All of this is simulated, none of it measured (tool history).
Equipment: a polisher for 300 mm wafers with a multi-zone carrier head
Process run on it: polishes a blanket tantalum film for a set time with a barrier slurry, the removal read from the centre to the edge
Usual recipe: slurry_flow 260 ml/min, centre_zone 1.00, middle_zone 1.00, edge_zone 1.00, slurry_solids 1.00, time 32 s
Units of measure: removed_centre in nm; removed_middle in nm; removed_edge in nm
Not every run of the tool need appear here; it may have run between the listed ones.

run	hour	slurry_flow	centre_zone	middle_zone	edge_zone	slurry_solids	time	wafers since the last listed run	wafers polished on this pad	hours since the slurry nozzle was cleaned	hours since the centre zone pressure was calibrated	hours since the edge zone pressure was calibrated	hours since the carrier head's membrane was replaced	incoming thickness of the incoming film, nm	removed_centre	removed_middle	removed_edge
1	0.0	260	1.00	1.00	1.00	1.00	32	0	563	338.1	1670.1	1147.8	761.0	243.6	68.4	67.1	69.8
2	12.0	260	1.00	1.00	1.00	1.00	32	180	743	350.1	1682.1	1159.8	773.0	239.0	69.5	66.9	70.6
3	19.3	260	1.00	1.00	1.00	1.20	32	109	853	357.4	1689.4	1167.1	780.3	242.7	72.7	70.7	73.7
4	27.2	260	1.00	1.00	1.00	1.20	32	118	971	365.3	1697.3	1175.0	788.2	237.8	73.8	71.2	72.6
# hour 29.3: centre zone pressure recalibrated
# hour 36.8: worn pad replaced by a new one
5	38.0	260	1.00	1.00	1.00	1.00	32	72	18	376.1	8.7	1185.8	799.0	237.5	71.2	68.5	70.3
6	54.0	260	0.89	1.00	1.00	1.30	24	240	258	392.1	24.7	1201.8	815.0	239.3	50.2	54.2	55.6
7	67.5	260	1.00	0.89	1.00	1.15	22	202	461	405.6	38.2	1215.3	828.5	242.3	50.2	42.9	49.5
# hour 81.0: edge zone pressure recalibrated
8	84.8	310	1.00	1.00	1.09	0.80	32	229	690	422.9	55.5	3.8	845.8	244.1	69.4	66.6	71.2
9	100.8	260	1.00	1.00	1.00	1.00	32	240	930	438.9	71.5	19.8	861.8	243.2	69.9	67.8	71.1
10	108.7	260	0.88	0.92	1.00	1.00	36	118	1049	446.8	79.4	27.7	869.7	238.9	71.1	70.6	79.1
# hour 119.2: worn pad replaced by a new one
11	131.1	260	1.09	1.00	1.00	1.00	26	276	178	469.2	101.8	50.1	892.1	236.6	62.0	55.5	57.2
# hour 141.7: slurry nozzle cleaned
12	147.9	260	0.94	1.05	0.91	1.00	32	237	415	6.2	118.6	66.9	908.9	244.5	65.9	70.4	66.5
13	157.4	260	0.89	1.00	1.00	0.85	32	142	558	15.7	128.1	76.4	918.4	237.4	62.3	64.8	67.6
# hour 170.4: carrier head's membrane replaced by a new one
14	170.9	260	1.00	1.00	0.94	1.20	32	127	685	29.2	141.6	89.9	0.5	240.5	71.7	71.8	70.9
15	176.0	260	1.00	1.00	1.00	1.00	32	76	762	34.3	146.7	95.0	5.6	237.8	68.9	69.3	69.2
# hour 187.8: worn pad replaced by a new one
16	189.6	260	1.00	1.00	1.00	0.80	22	144	27	47.9	160.3	108.6	19.2	239.6	46.2	44.2	46.0
17	201.2	195	1.00	1.00	1.00	1.20	32	174	201	59.5	171.9	120.2	30.8	237.3	68.8	69.1	71.5
18	212.6	260	1.00	1.00	0.97	0.85	22	171	372	70.9	183.3	131.6	42.2	238.4	46.4	44.4	45.7
19	225.2	185	1.00	0.90	0.96	1.00	26	189	561	83.5	195.9	144.2	54.8	239.8	52.7	47.9	54.2
20	233.1	260	1.00	1.00	1.00	1.00	32	118	679	91.4	203.8	152.1	62.7	240.8	68.5	67.3	69.9
21	247.3	260	1.00	1.00	1.00	1.20	26	213	892	105.6	218.0	166.3	76.9	244.1	59.1	57.2	59.7

Each row is a separate what-if for the run after 21, all from the same tool condition, not one after another. Results?
A	247.7	260	1.00	1.00	1.00	1.00	32	6	898	106.0	218.4	166.7	77.3	244.6	?	?	?
B	247.7	260	1.08	1.00	1.00	1.25	32	6	898	106.0	218.4	166.7	77.3	244.6	?	?	?
C	247.7	260	1.10	1.09	1.03	1.00	32	6	898	106.0	218.4	166.7	77.3	244.6	?	?	?
D	247.7	260	1.00	0.93	1.07	1.00	41	6	898	106.0	218.4	166.7	77.3	244.6	?	?	?
E	247.7	260	0.95	1.00	1.11	1.00	32	6	898	106.0	218.4	166.7	77.3	244.6	?	?	?

run	removed_centre	removed_middle	removed_edge
A	70.9	68.3	70.3
B	78.9	71.4	73.5
C	76.6	73.5	71.2
D	90.8	82.4	93.2
E	68.1	68.3	74.0
Without the tool's unlogged condition, the same runs would have read:
run	removed_centre	removed_middle	removed_edge
A	70.9	68.3	70.3
B	78.9	71.4	73.5
C	76.6	73.5	71.2
D	90.8	82.4	93.2
E	68.1	68.3	74.0
